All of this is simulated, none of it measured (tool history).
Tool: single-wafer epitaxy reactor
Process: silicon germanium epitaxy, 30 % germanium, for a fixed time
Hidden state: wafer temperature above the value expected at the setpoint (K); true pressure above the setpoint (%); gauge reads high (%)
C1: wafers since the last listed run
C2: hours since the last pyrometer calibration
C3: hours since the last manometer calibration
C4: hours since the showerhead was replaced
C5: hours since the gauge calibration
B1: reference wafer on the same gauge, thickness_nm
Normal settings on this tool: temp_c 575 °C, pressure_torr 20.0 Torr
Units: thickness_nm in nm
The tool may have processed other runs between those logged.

run 1 hour=0.0 | temp_c=575 pressure_torr=20.0 | C1=0 C2=956.5 C3=1748.6 C4=8263.4 C5=3416.2 | B1=29.102 | thickness_nm=36.610
run 2 hour=95.7 | temp_c=575 pressure_torr=20.0 | C1=964 C2=1052.2 C3=1844.3 C4=8359.1 C5=3511.9 | B1=29.119 | thickness_nm=36.722
run 3 hour=143.8 | temp_c=575 pressure_torr=20.0 | C1=484 C2=1100.3 C3=1892.4 C4=8407.2 C5=3560.0 | B1=29.118 | thickness_nm=36.473
-- hour=219.9 gauge calibrated
run 4 hour=232.6 | temp_c=575 pressure_torr=20.0 | C1=895 C2=1189.1 C3=1981.2 C4=8496.0 C5=12.7 | B1=29.103 | thickness_nm=36.465
run 5 hour=321.9 | temp_c=575 pressure_torr=20.0 | C1=900 C2=1278.4 C3=2070.5 C4=8585.3 C5=102.0 | B1=29.119 | thickness_nm=36.704
-- hour=425.9 showerhead replaced
run 6 hour=426.4 | temp_c=575 pressure_torr=20.0 | C1=972 C2=1382.9 C3=2175.0 C4=0.5 C5=206.5 | B1=29.074 | thickness_nm=36.732
run 7 hour=481.7 | temp_c=575 pressure_torr=20.0 | C1=557 C2=1438.2 C3=2230.3 C4=55.8 C5=261.8 | B1=29.126 | thickness_nm=36.567
run 8 hour=535.6 | temp_c=575 pressure_torr=20.0 | C1=543 C2=1492.1 C3=2284.2 C4=109.7 C5=315.7 | B1=29.126 | thickness_nm=37.033
-- hour=596.3 capacitance manometer re-zeroed and calibrated
run 9 hour=608.4 | temp_c=575 pressure_torr=20.0 | C1=653 C2=1564.9 C3=12.1 C4=182.5 C5=388.5 | B1=29.128 | thickness_nm=33.953
run 10 hour=669.4 | temp_c=575 pressure_torr=20.0 | C1=615 C2=1625.9 C3=73.1 C4=243.5 C5=449.5 | B1=29.078 | thickness_nm=34.175
run 11 hour=755.4 | temp_c=575 pressure_torr=20.0 | C1=867 C2=1711.9 C3=159.1 C4=329.5 C5=535.5 | B1=29.073 | thickness_nm=34.162
run 12 hour=837.4 | temp_c=582 pressure_torr=21.6 | C1=826 C2=1793.9 C3=241.1 C4=411.5 C5=617.5 | B1=29.096 | thickness_nm=39.830
run 13 hour=936.3 | temp_c=566 pressure_torr=22.9 | C1=997 C2=1892.8 C3=340.0 C4=510.4 C5=716.4 | B1=29.108 | thickness_nm=31.366
run 14 hour=976.9 | temp_c=561 pressure_torr=22.3 | C1=409 C2=1933.4 C3=380.6 C4=551.0 C5=757.0 | B1=29.141 | thickness_nm=28.522
run 15 hour=1019.4 | temp_c=563 pressure_torr=22.6 | C1=428 C2=1975.9 C3=423.1 C4=593.5 C5=799.5 | B1=29.108 | thickness_nm=29.690
run 16 hour=1086.9 | temp_c=582 pressure_torr=21.6 | C1=680 C2=2043.4 C3=490.6 C4=661.0 C5=867.0 | B1=29.077 | thickness_nm=40.478
-- hour=1163.5 pyrometer calibrated
run 17 hour=1176.1 | temp_c=575 pressure_torr=20.0 | C1=818 C2=12.6 C3=579.8 C4=750.2 C5=956.2 | B1=29.063 | thickness_nm=34.864
run 18 hour=1274.3 | temp_c=588 pressure_torr=21.5 | C1=990 C2=110.8 C3=678.0 C4=848.4 C5=1054.4 | B1=29.084 | thickness_nm=44.451
run 19 hour=1314.7 | temp_c=585 pressure_torr=16.2 | C1=407 C2=151.2 C3=718.4 C4=888.8 C5=1094.8 | B1=29.119 | thickness_nm=36.670

Run 20 comes next. What will it give?
-- hour=1369.2 capacitance manometer re-zeroed and calibrated, repeated, since the last time left the tool worse
run 20 hour=1383.5 | temp_c=589 pressure_torr=16.8 | C1=612 C2=220.0 C3=14.3 C4=957.6 C5=1163.6 | B1=? | thickness_nm=?

Run 20 measured B1 29.075, thickness_nm 42.172 nm.
If the tool had no hidden condition, the same run with the same run-to-run variation would have returned thickness_nm 42.051 nm.
